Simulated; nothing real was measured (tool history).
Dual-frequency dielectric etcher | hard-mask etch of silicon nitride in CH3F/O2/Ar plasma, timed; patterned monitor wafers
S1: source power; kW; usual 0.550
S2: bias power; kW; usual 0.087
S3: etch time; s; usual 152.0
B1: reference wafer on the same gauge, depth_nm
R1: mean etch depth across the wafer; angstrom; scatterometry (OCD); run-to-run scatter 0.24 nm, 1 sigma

| run | hour | S1 | S2 | S3 | B1 | R1 |
|---|---|---|---|---|---|---|
| 1 | 0.0 | 0.550 | 0.087 | 152.0 | 133.1 | 1170 |
| 2 | 14.7 | 0.550 | 0.087 | 152.0 | 132.9 | 1169 |
| 3 | 26.6 | 0.550 | 0.087 | 152.0 | 133.1 | 1175 |
|  | 35.6 | source power generator calibrated |
|  | 55.7 | bias power generator calibrated |
|  | 57.6 | upper electrode replaced |
| 4 | 58.1 | 0.550 | 0.087 | 152.0 | 133.1 | 1173 |
| 5 | 58.5 | 0.550 | 0.087 | 152.0 | 132.9 | 1170 |
| 6 | 61.1 | 0.550 | 0.087 | 152.0 | 132.9 | 1168 |
| 7 | 78.0 | 0.550 | 0.087 | 152.0 | 132.9 | 1172 |
| 8 | 90.3 | 0.550 | 0.093 | 152.0 | 133.0 | 1196 |
| 9 | 105.6 | 0.550 | 0.087 | 152.0 | 133.0 | 1166 |
| 10 | 113.7 | 0.410 | 0.087 | 152.0 | 133.0 | 1065 |
| 11 | 122.2 | 0.590 | 0.087 | 139.5 | 132.9 | 1097 |
| 12 | 131.1 | 0.550 | 0.087 | 152.0 | 132.9 | 1171 |
| 13 | 138.3 | 0.620 | 0.094 | 152.0 | 133.0 | 1244 |
| 14 | 147.7 | 0.490 | 0.087 | 185.5 | 133.0 | 1376 |
| 15 | 157.4 | 0.550 | 0.087 | 111.0 | 133.0 | 855 |

Run 16 has not been measured yet. What should we expect?
| 16 | 172.3 | 0.590 | 0.103 | 133.0 | ? | ? |

Run 16 produced B1 132.9, R1 1105 angstrom.
If the tool had no hidden condition, the same run with the same run-to-run variation would have returned R1 1105 angstrom.
